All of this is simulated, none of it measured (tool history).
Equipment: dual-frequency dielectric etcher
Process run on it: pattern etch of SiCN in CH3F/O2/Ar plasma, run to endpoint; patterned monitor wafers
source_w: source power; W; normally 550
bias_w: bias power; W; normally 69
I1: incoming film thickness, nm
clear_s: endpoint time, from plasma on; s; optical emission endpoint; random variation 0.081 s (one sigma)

Run 1, day 0: usual settings but source_w 650 W; I1 8.25. Result: clear_s 19.3 s.
Run 2, day 1.817: usual settings but source_w 650 W; I1 8.3. Result: clear_s 19.3 s.
Run 3, day 3.35: usual settings; I1 8.2. Result: clear_s 20.5 s.
Run 4, day 5.696: usual settings but source_w 500 W; I1 8.32. Result: clear_s 21.3 s.
Run 5, day 8.354: usual settings but source_w 500 W; I1 8.25. Result: clear_s 20.9 s.
At day 11.5: wet clean of the chamber.
Run 6, day 11.908: usual settings; I1 8.28. Result: clear_s 21.4 s.
Run 7, day 14.696: usual settings; I1 8.42. Result: clear_s 21.7 s.
At day 17.504: upper electrode replaced.
Run 8, day 18.621: usual settings but bias_w 55 W; I1 8.3. Result: clear_s 22.8 s.
Run 9, day 22.258: usual settings but source_w 450 W, bias_w 58 W; I1 8.36. Result: clear_s 24.2 s.
Run 10, day 24.079: usual settings but source_w 450 W, bias_w 58 W; I1 8.31. Result: clear_s 23.9 s.
Run 11, day 25.812: usual settings; I1 8.35. Result: clear_s 21.1 s.
At day 26.633: source power generator calibrated.
Run 12, day 27.433: usual settings; I1 8.32. Result: clear_s 20.6 s.
Run 13, day 29.504: usual settings; I1 8.37. Result: clear_s 20.6 s.
Run 14, day 31.921: usual settings but source_w 410 W, bias_w 53 W; I1 8.32. Result: clear_s 25 s.
At day 33.162: wet clean of the chamber.
Run 15, day 34.188: usual settings but bias_w 76 W; I1 8.35. Result: clear_s 20.6 s.
Run 16, day 35.892: usual settings but source_w 590 W, bias_w 81 W; I1 8.34. Result: clear_s 19.6 s.
Run 17, day 38.421: usual settings but source_w 670 W; I1 8.27. Result: clear_s 19.6 s.
Run 18, day 41.188: usual settings but source_w 600 W; I1 8.22. Result: clear_s 20.1 s.
Run 19, day 45.596: usual settings; I1 8.21. Result: clear_s 20.6 s.
Run 20, day 48.071: usual settings but source_w 510 W, bias_w 62 W; I1 8.23. Result: clear_s 21.9 s.
Run 21, day 51.838: usual settings; I1 8.33. Result: clear_s 20.7 s.
Run 22, day 55.358: usual settings but source_w 440 W, bias_w 77 W; I1 8.29. Result: clear_s 21.4 s.
At day 57.208: wet clean of the chamber.
Run 23, day 59.083: usual settings but source_w 480 W; I1 8.28. Result: clear_s 22.3 s.
At day 63.338: bias power generator calibrated.
Run 24, day 63.558: usual settings but source_w 500 W, bias_w 62 W; I1 8.2. Result: clear_s 22.2 s.
Run 25, day 66.438: usual settings but source_w 640 W, bias_w 60 W; I1 8.29. Result: clear_s 20.7 s.
Run 26, day 68.4: usual settings but source_w 430 W, bias_w 75 W; I1 8.38. Result: clear_s 22.3 s.
Run 27, day 71.712: usual settings but source_w 480 W, bias_w 81 W; I1 8.3. Result: clear_s 20.7 s.
Run 28, day 74.462: usual settings; I1 8.26. Result: clear_s 20.5 s.
Run 29, day 77.15: usual settings but source_w 650 W; I1 8.38. Result: clear_s 19.4 s.
Run 30, day 80.162: usual settings but bias_w 77 W; I1 8.31. Result: clear_s 19.7 s.
Run 31, day 81.933: usual settings but source_w 460 W, bias_w 65 W; I1 8.3. Result: clear_s 22.3 s.
At day 83.671: wet clean of the chamber.
Run 32, day 86.017: usual settings but source_w 410 W, bias_w 73 W; I1 8.33. Result: clear_s 23.2 s.
Run 33, day 89.267: usual settings but source_w 490 W, bias_w 61 W; I1 8.3. Result: clear_s 22.9 s.
At day 91.25: source power generator calibrated.
Run 34, day 91.271: usual settings but source_w 420 W, bias_w 79 W; I1 8.3. Result: clear_s 21.6 s.
Run 35, day 93.258: usual settings but source_w 660 W, bias_w 54 W; I1 8.27. Result: clear_s 20.7 s.
Run 36, day 97.042: usual settings but bias_w 52 W; I1 8.24. Result: clear_s 22.4 s.

Had the tool no unlogged condition, and each run kept its random variation, what would the results have been?
Hidden state at play: etch rate over this chamber's usual, %; source power that arrives over what is set, %; bias power that arrives over what is set, %.
run  clear_s
  1     19.5
  2     19.5
  3     20.8
  4     21.8
  5     21.4
  6     20.9
  7     21.3
  8     22.5
  9     24.1
 10     23.9
 11     21.1
 12     21.1
 13     21.1
 14     25.6
 15     20.3
 16     19.4
 17     19.4
 18     20.1
 19     20.6
 20     22.1
 21       21
 22     21.7
 23       22
 24     22.1
 25     20.7
 26     22.4
 27     20.8
 28     20.8
 29     19.7
 30     20.2
 31     22.8
 32     22.9
 33     22.7
 34     21.9
 35     21.1
 36     22.8

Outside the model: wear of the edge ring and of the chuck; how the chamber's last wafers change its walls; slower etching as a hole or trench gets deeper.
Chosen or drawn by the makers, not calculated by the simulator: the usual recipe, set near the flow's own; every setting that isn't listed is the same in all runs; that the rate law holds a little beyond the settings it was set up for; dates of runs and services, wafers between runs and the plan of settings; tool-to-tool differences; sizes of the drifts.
